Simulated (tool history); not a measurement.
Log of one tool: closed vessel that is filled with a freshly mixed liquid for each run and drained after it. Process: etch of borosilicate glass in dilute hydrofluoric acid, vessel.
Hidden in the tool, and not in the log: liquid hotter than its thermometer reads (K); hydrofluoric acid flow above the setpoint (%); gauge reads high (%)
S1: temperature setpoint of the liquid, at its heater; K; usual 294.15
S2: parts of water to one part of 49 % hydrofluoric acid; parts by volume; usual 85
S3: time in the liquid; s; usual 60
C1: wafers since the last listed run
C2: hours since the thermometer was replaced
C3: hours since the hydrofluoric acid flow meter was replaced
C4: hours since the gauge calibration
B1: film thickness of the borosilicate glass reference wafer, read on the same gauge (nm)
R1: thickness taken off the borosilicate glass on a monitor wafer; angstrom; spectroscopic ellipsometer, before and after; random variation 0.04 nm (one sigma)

| run | hour | S1 | S2 | S3 | C1 | C2 | C3 | C4 | B1 | R1 |
|---|---|---|---|---|---|---|---|---|---|---|
| 1 | 0.0 | 294.15 | 60 | 60 | 0 | 333.4 | 445.6 | 115.3 | 60.01 | 173.2 |
| 2 | 40.6 | 294.15 | 85 | 80 | 4964 | 374.0 | 486.2 | 155.9 | 60.00 | 158.3 |
| 3 | 78.9 | 294.15 | 85 | 80 | 4682 | 412.3 | 524.5 | 194.2 | 60.01 | 158.7 |
| 4 | 108.0 | 294.15 | 85 | 80 | 3558 | 441.4 | 553.6 | 223.3 | 60.02 | 158.0 |
| 5 | 159.1 | 294.15 | 85 | 70 | 6247 | 492.5 | 604.7 | 274.4 | 60.02 | 139.9 |
| 6 | 216.9 | 297.15 | 70 | 60 | 7067 | 550.3 | 662.5 | 332.2 | 60.03 | 168.7 |
| 7 | 286.2 | 297.15 | 70 | 60 | 8473 | 619.6 | 731.8 | 401.5 | 60.00 | 169.3 |
| 8 | 328.7 | 297.15 | 70 | 60 | 5196 | 662.1 | 774.3 | 444.0 | 60.01 | 169.8 |
| 9 | 360.3 | 294.15 | 85 | 60 | 3863 | 693.7 | 805.9 | 475.6 | 60.00 | 121.2 |
| 10 | 428.0 | 294.15 | 85 | 60 | 8277 | 761.4 | 873.6 | 543.3 | 59.98 | 121.8 |
|  | 451.2 | thermometer replaced |
| 11 | 477.0 | 290.15 | 110 | 30 | 5868 | 25.8 | 922.6 | 592.3 | 59.99 | 37.8 |
| 12 | 536.3 | 294.15 | 85 | 60 | 7250 | 85.1 | 981.9 | 651.6 | 59.96 | 118.6 |
|  | 560.9 | hydrofluoric acid flow meter replaced |
| 13 | 565.0 | 290.15 | 85 | 60 | 3386 | 113.8 | 4.1 | 680.3 | 60.01 | 98.0 |
|  | 599.3 | gauge calibrated |
| 14 | 761.5 | 294.15 | 100 | 50 | 24025 | 310.3 | 200.6 | 162.2 | 60.02 | 82.2 |
| 15 | 806.0 | 294.15 | 85 | 70 | 5440 | 354.8 | 245.1 | 206.7 | 60.02 | 138.3 |
| 16 | 851.1 | 297.15 | 85 | 45 | 5514 | 399.9 | 290.2 | 251.8 | 60.00 | 100.6 |
| 17 | 890.4 | 294.15 | 110 | 60 | 4805 | 439.2 | 329.5 | 291.1 | 60.02 | 89.7 |
| 18 | 959.3 | 294.15 | 85 | 85 | 8424 | 508.1 | 398.4 | 360.0 | 60.01 | 170.3 |
| 19 | 1005.0 | 290.15 | 85 | 60 | 5587 | 553.8 | 444.1 | 405.7 | 60.03 | 102.5 |
| 20 | 1049.4 | 294.15 | 100 | 60 | 5428 | 598.2 | 488.5 | 450.1 | 60.00 | 100.5 |

Forecast each of these 3 alternatives for the next run:
| A | 1050.1 | 294.15 | 85 | 60 | 85 | 598.9 | 489.2 | 450.8 | ? | ? |
| B | 1050.1 | 294.15 | 95 | 60 | 85 | 598.9 | 489.2 | 450.8 | ? | ? |
| C | 1050.1 | 297.65 | 120 | 85 | 85 | 598.9 | 489.2 | 450.8 | ? | ? |

| run | B1 | R1 |
|---|---|---|
| A | 60.02 | 120.0 |
| B | 60.02 | 106.1 |
| C | 60.02 | 132.7 |
Without the tool's hidden state the same runs would have given:
| run | R1 |
|---|---|
| A | 114.5 |
| B | 101.3 |
| C | 126.8 |
